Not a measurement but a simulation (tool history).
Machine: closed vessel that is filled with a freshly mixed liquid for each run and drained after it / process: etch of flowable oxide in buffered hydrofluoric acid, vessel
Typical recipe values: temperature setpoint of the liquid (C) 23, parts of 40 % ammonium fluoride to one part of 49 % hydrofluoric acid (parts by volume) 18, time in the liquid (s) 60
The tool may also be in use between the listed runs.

| run | hour | temperature setpoint of the liquid (C) | parts of 40 % ammonium fluoride to one part of 49 % hydrofluoric acid (parts by volume) | time in the liquid (s) | read-back film thickness of the flowable oxide reference wafer, read on the same gauge (nm) | thickness taken off the flowable oxide on a monitor wafer (nm) |
|---|---|---|---|---|---|---|
| 1 | 0 | 19.5 | 18 | 60 | 39.95 | 75.06 |
| 2 | 10.3 | 19.5 | 18 | 60 | 39.97 | 75.57 |
| 3 | 26.1 | 19.5 | 18 | 60 | 40.01 | 75.57 |
|  | 30.8 | gauge calibrated |
| 4 | 42.6 | 23 | 18 | 60 | 40 | 90.67 |
| 5 | 52.5 | 23 | 21 | 60 | 39.94 | 78.29 |
| 6 | 58.7 | 23 | 21 | 60 | 40.02 | 79.63 |
|  | 65.4 | thermometer replaced |
| 7 | 69.6 | 23 | 18 | 60 | 40.01 | 90.9 |
| 8 | 76.7 | 23 | 18 | 75 | 39.98 | 113.06 |
| 9 | 88 | 21.5 | 12.5 | 40 | 39.99 | 79.63 |
| 10 | 95.9 | 27.5 | 15.5 | 60 | 39.99 | 135.03 |
|  | 101.6 | hydrofluoric acid flow meter replaced |
|  | 109.5 | gauge calibrated |
| 11 | 109.6 | 23 | 20.5 | 30 | 40 | 40.15 |
| 12 | 120.3 | 23 | 18 | 60 | 40 | 91.98 |
| 13 | 128 | 23 | 18 | 60 | 39.97 | 91.59 |
| 14 | 140.5 | 23 | 18 | 60 | 39.99 | 91.64 |
| 15 | 155.8 | 23 | 14 | 75 | 40 | 145.44 |

Predict each of these 3 candidate next runs independently; none follows another, all start after run 15:
| A | 156.5 | 24.5 | 18 | 60 | ? | ? |
| B | 156.5 | 27 | 18 | 50 | ? | ? |
| C | 156.5 | 23 | 18 | 45 | ? | ? |

| run | read-back film thickness of the flowable oxide reference wafer, read on the same gauge (nm) | thickness taken off the flowable oxide on a monitor wafer (nm) |
|---|---|---|
| A | 40.01 | 98.05 |
| B | 40.01 | 93.54 |
| C | 40.01 | 67.74 |
What these runs would have given with no unlogged condition in the tool:
| run | thickness taken off the flowable oxide on a monitor wafer (nm) |
|---|---|
| A | 98.05 |
| B | 93.54 |
| C | 67.74 |
